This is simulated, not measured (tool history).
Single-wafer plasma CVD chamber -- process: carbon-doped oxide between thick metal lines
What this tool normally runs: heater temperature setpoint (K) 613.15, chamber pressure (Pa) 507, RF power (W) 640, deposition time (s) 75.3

| run | day | heater temperature setpoint (K) | chamber pressure (Pa) | RF power (W) | deposition time (s) | read-back reference wafer on the same gauge, thickness_nm | mean film thickness on the monitor wafer (Å) |
|---|---|---|---|---|---|---|---|
| 1 | 0.000 | 613.15 | 507 | 640 | 75.3 | 403.287 | 4204.82 |
| 2 | 1.258 | 613.15 | 507 | 640 | 75.3 | 403.177 | 4173.73 |
| 3 | 1.892 | 613.15 | 507 | 640 | 75.3 | 402.579 | 4244.07 |
| 4 | 2.750 | 613.15 | 507 | 640 | 75.3 | 402.207 | 4187.51 |
| 5 | 3.467 | 613.15 | 507 | 640 | 75.3 | 402.497 | 4204.73 |
| 6 | 4.079 | 613.15 | 507 | 640 | 75.3 | 401.384 | 4177.74 |
| 7 | 5.488 | 613.15 | 507 | 640 | 75.3 | 401.817 | 4201.93 |
| 8 | 6.446 | 613.15 | 507 | 640 | 65.3 | 400.858 | 3658.34 |
| 9 | 7.808 | 613.15 | 507 | 640 | 65.3 | 400.454 | 3638.94 |
| 10 | 8.542 | 613.15 | 553 | 640 | 75.3 | 399.744 | 4238.27 |
| 11 | 9.992 | 613.15 | 553 | 640 | 75.3 | 400.090 | 4225.41 |
| 12 | 11.283 | 613.15 | 507 | 640 | 75.3 | 399.290 | 4160.82 |
| 13 | 11.983 | 598.15 | 507 | 640 | 88.6 | 410.971 | 5315.64 |
| 14 | 13.204 | 613.15 | 507 | 640 | 75.3 | 410.195 | 4237.71 |
| 15 | 14.558 | 613.15 | 507 | 730 | 75.3 | 410.211 | 4679.66 |
| 16 | 15.192 | 619.15 | 507 | 640 | 75.3 | 408.346 | 4210.22 |
| 17 | 16.821 | 613.15 | 608 | 640 | 81.7 | 408.573 | 4751.69 |
| 18 | 17.954 | 602.15 | 455 | 640 | 71.4 | 407.492 | 4121.28 |
| 19 | 19.162 | 605.15 | 624 | 690 | 65.3 | 406.340 | 4105.20 |
| 20 | 19.975 | 613.15 | 507 | 640 | 75.3 | 407.598 | 4239.65 |
| 21 | 20.542 | 613.15 | 507 | 640 | 75.3 | 406.309 | 4267.45 |
| 22 | 21.046 | 625.15 | 391 | 640 | 81.5 | 407.277 | 4273.09 |
| 23 | 21.996 | 607.15 | 413 | 600 | 87.2 | 406.594 | 4643.16 |

Put back what was entered between runs (5 entries, withheld): which listed runs does each sit between, and how does the hidden state differ from the listed run before to the listed run after?
From run 10 to run 11: RF generator calibrated (day 9.346)
  gauge reads high (%): -2.1 -> -2.24
  the result without the hidden state subtracted from the measured one, mean film thickness on the monitor wafer (Å): -90.73 -> -96.60
From run 12 to run 13: gauge calibrated (day 11.754); showerhead replaced (day 11.962)
  gauge reads high (%): -2.36 -> 0.305
  the result without the hidden state subtracted from the measured one, mean film thickness on the monitor wafer (Å): -100.53 -> +16.14
From run 14 to run 15: thermocouple changed; heater temperature recalibrated (day 14.042)
  gauge reads high (%): 0.187 -> 0.0574
  the result without the hidden state subtracted from the measured one, mean film thickness on the monitor wafer (Å): +7.93 -> +2.69
From run 16 to run 17: capacitance manometer re-zeroed and calibrated (day 16.800)
  gauge reads high (%): -0.00341 -> -0.16
  the result without the hidden state subtracted from the measured one, mean film thickness on the monitor wafer (Å): -0.15 -> -7.61
